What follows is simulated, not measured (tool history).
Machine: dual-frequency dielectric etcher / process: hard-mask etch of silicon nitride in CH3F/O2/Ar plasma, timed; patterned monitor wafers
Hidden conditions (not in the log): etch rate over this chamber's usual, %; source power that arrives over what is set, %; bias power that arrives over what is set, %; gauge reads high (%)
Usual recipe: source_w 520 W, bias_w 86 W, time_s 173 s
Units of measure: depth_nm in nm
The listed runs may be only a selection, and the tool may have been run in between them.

| run | hour | source_w | bias_w | time_s | wafers since the last listed run | hours since the last wet clean | hours since the last source power generator calibration | hours since the last bias power generator calibration | hours since the last upper electrode change | hours since the gauge calibration | read-back reference wafer on the same gauge, depth_nm | depth_nm |
|---|---|---|---|---|---|---|---|---|---|---|---|---|
| 1 | 0 | 520 | 86 | 133.5 | 0 | 490.5 | 2147.2 | 2152.9 | 2667.1 | 1003.7 | 111.7 | 104.5 |
|  | 45.5 | wet clean of the chamber |
| 2 | 97.8 | 520 | 86 | 133.5 | 654 | 52.3 | 2245 | 2250.7 | 2764.9 | 1101.5 | 111.9 | 104.7 |
| 3 | 173.2 | 520 | 86 | 133.5 | 668 | 127.7 | 2320.4 | 2326.1 | 2840.3 | 1176.9 | 111.8 | 104.8 |
| 4 | 226.2 | 520 | 86 | 173 | 470 | 180.7 | 2373.4 | 2379.1 | 2893.3 | 1229.9 | 111.9 | 134.7 |
| 5 | 280.5 | 520 | 86 | 173 | 481 | 235 | 2427.7 | 2433.4 | 2947.6 | 1284.2 | 112.1 | 133.9 |
| 6 | 319.9 | 520 | 92 | 173 | 349 | 274.4 | 2467.1 | 2472.8 | 2987 | 1323.6 | 112 | 138.8 |
| 7 | 422 | 520 | 92 | 173 | 905 | 376.5 | 2569.2 | 2574.9 | 3089.1 | 1425.7 | 111.8 | 136.7 |
| 8 | 460.6 | 520 | 92 | 173 | 342 | 415.1 | 2607.8 | 2613.5 | 3127.7 | 1464.3 | 111.7 | 137.9 |
| 9 | 510.7 | 520 | 86 | 138 | 444 | 465.2 | 2657.9 | 2663.6 | 3177.8 | 1514.4 | 112 | 106.6 |
| 10 | 554.2 | 520 | 96 | 173 | 385 | 508.7 | 2701.4 | 2707.1 | 3221.3 | 1557.9 | 112.1 | 139.5 |
|  | 579.5 | wet clean of the chamber |
|  | 615.4 | upper electrode replaced |
| 11 | 615.9 | 520 | 86 | 173 | 121 | 36.4 | 2763.1 | 2768.8 | 0.5 | 1619.6 | 112.1 | 134.1 |
| 12 | 672.4 | 520 | 86 | 173 | 501 | 92.9 | 2819.6 | 2825.3 | 57 | 1676.1 | 112 | 134.5 |
| 13 | 763.6 | 520 | 86 | 173 | 808 | 184.1 | 2910.8 | 2916.5 | 148.2 | 1767.3 | 111.9 | 134.2 |
| 14 | 814.3 | 650 | 65 | 173 | 449 | 234.8 | 2961.5 | 2967.2 | 198.9 | 1818 | 112.2 | 141.5 |
| 15 | 907.7 | 410 | 94 | 188.5 | 828 | 328.2 | 3054.9 | 3060.6 | 292.3 | 1911.4 | 112.2 | 131.3 |
|  | 921 | source power generator calibrated |
| 16 | 987.9 | 520 | 86 | 173 | 675 | 408.4 | 66.9 | 3140.8 | 372.5 | 1991.6 | 112 | 133.5 |
|  | 1044 | gauge calibrated |
| 17 | 1047.4 | 430 | 86 | 173 | 527 | 467.9 | 126.4 | 3200.3 | 432 | 3.4 | 112.2 | 121.8 |
|  | 1072.4 | wet clean of the chamber |
| 18 | 1138.8 | 600 | 86 | 186.5 | 597 | 66.4 | 217.8 | 3291.7 | 523.4 | 94.8 | 111.9 | 156.6 |
| 19 | 1178.1 | 520 | 86 | 190 | 348 | 105.7 | 257.1 | 3331 | 562.7 | 134.1 | 111.7 | 146.9 |
| 20 | 1216.8 | 520 | 74 | 211.5 | 343 | 144.4 | 295.8 | 3369.7 | 601.4 | 172.8 | 111.7 | 157.7 |
| 21 | 1314.7 | 520 | 101 | 138 | 868 | 242.3 | 393.7 | 3467.6 | 699.3 | 270.7 | 112.2 | 113.6 |
|  | 1341.4 | bias power generator calibrated |
| 22 | 1358.5 | 640 | 86 | 190 | 353 | 286.1 | 437.5 | 17.1 | 743.1 | 314.5 | 112 | 164.1 |
| 23 | 1433.2 | 520 | 86 | 173 | 662 | 360.8 | 512.2 | 91.8 | 817.8 | 389.2 | 112.2 | 135.6 |
| 24 | 1472.6 | 450 | 95 | 194.5 | 349 | 400.2 | 551.6 | 131.2 | 857.2 | 428.6 | 112.1 | 144.6 |
| 25 | 1546.1 | 520 | 86 | 173 | 651 | 473.7 | 625.1 | 204.7 | 930.7 | 502.1 | 112 | 135.6 |
|  | 1630.7 | wet clean of the chamber |
| 26 | 1631.2 | 520 | 86 | 138.5 | 541 | 0.5 | 710.2 | 289.8 | 1015.8 | 587.2 | 112 | 107.6 |
| 27 | 1681.7 | 480 | 86 | 173 | 447 | 51 | 760.7 | 340.3 | 1066.3 | 637.7 | 111.6 | 128.7 |

Each row is a separate what-if for the run after 27, all from the same tool condition, not one after another. Results?
| A | 1682.2 | 520 | 86 | 173 | 4 | 51.5 | 761.2 | 340.8 | 1066.8 | 638.2 | ? | ? |
| B | 1682.2 | 460 | 86 | 173 | 4 | 51.5 | 761.2 | 340.8 | 1066.8 | 638.2 | ? | ? |
| C | 1682.2 | 520 | 106 | 215 | 4 | 51.5 | 761.2 | 340.8 | 1066.8 | 638.2 | ? | ? |
| D | 1682.2 | 520 | 108 | 173 | 4 | 51.5 | 761.2 | 340.8 | 1066.8 | 638.2 | ? | ? |

| run | read-back reference wafer on the same gauge, depth_nm | depth_nm |
|---|---|---|
| A | 112 | 135.4 |
| B | 112 | 126.5 |
| C | 112 | 179 |
| D | 112 | 144.8 |
Stripped of hidden state, with their random variation kept, the same runs would have yielded:
| run | depth_nm |
|---|---|
| A | 135.4 |
| B | 126.5 |
| C | 179 |
| D | 144.8 |
